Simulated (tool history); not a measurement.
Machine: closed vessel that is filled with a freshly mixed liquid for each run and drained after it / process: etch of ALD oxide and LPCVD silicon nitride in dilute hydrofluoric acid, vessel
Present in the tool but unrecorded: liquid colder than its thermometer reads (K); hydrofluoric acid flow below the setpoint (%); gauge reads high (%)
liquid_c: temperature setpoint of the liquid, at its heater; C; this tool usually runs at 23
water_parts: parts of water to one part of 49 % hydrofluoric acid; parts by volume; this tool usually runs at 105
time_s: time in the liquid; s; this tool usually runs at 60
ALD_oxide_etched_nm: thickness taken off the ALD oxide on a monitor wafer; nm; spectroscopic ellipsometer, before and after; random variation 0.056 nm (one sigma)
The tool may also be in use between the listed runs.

run    day  liquid_c  water_parts  time_s  wafers since the last listed run  hours since the thermometer was replaced  hours since the hydrofluoric acid flow meter was replaced  hours since the gauge calibration  read-back film thickness of the ALD oxide reference wafer, read on the same gauge (nm)  ALD_oxide_etched_nm
  1      0        23          105      60                                 0                                     748.3                                                      493.1                               59.3                                                                                  140.01                 6.03
  2    0.3        23          105      60                               713                                     755.5                                                      500.3                               66.5                                                                                  139.99                 5.99
  3  0.946        23          105      60                              1536                                       771                                                      515.8                                 82                                                                                     140                 6.02
  4  1.375      24.5          105      60                              1020                                     781.3                                                      526.1                               92.3                                                                                  140.01                 6.36
  5  1.758        23          105      60                               911                                     790.5                                                      535.3                              101.5                                                                                     140                 5.87
  6  2.046        23          105      60                               683                                     797.4                                                      542.2                              108.4                                                                                     140                 5.97
  7  2.404        23          105      60                               852                                       806                                                      550.8                                117                                                                                  140.02                 5.91
  8  2.692      26.5          105      60                               683                                     812.9                                                      557.7                              123.9                                                                                  139.99                 6.76
  9  3.283        23           60      60                              1407                                     827.1                                                      571.9                              138.1                                                                                  140.01                10.91
 10  3.908      25.5          135      30                              1486                                     842.1                                                      586.9                              153.1                                                                                  140.01                 2.41
 11  4.392        23          145      70                              1149                                     853.7                                                      598.5                              164.7                                                                                  139.99                 4.68
     4.421  -- gauge calibrated
 12  4.975        27          145      75                              1387                                     867.7                                                      612.5                               13.3                                                                                  140.01                 5.77
     5.254  -- hydrofluoric acid flow meter replaced
 13  5.275      18.5          105      60                               614                                     874.9                                                        0.5                               20.5                                                                                  139.98                 5.57
     5.467  -- thermometer replaced
 14  5.858        23          105      60                              1288                                       9.4                                                       14.5                               34.5                                                                                  140.01                 6.75
 15  6.212        23          135      35                               842                                      17.9                                                         23                                 43                                                                                  139.99                 2.94
 16  6.654        23          105      60                              1050                                      28.5                                                       33.6                               53.6                                                                                     140                 6.61
 17  7.058        23           70      45                               961                                      38.2                                                       43.3                               63.3                                                                                     140                 7.84

3 options for the next run, each taken on its own from the tool as it stands now. Forecast them:
  A  7.088        23          105      50                                69                                      38.9                                                         44                                 64                                                                                       ?                    ?
  B  7.088        23          105      35                                69                                      38.9                                                         44                                 64                                                                                       ?                    ?
  C  7.088      27.5          105      60                                69                                      38.9                                                         44                                 64                                                                                       ?                    ?

run  read-back film thickness of the ALD oxide reference wafer, read on the same gauge (nm)  ALD_oxide_etched_nm
  A                                                                                  139.99                 5.57
  B                                                                                  139.99                  3.9
  C                                                                                  139.99                 7.96
What these runs would have given with no unlogged condition in the tool:
run  ALD_oxide_etched_nm
  A                 5.72
  B                    4
  C                 8.18

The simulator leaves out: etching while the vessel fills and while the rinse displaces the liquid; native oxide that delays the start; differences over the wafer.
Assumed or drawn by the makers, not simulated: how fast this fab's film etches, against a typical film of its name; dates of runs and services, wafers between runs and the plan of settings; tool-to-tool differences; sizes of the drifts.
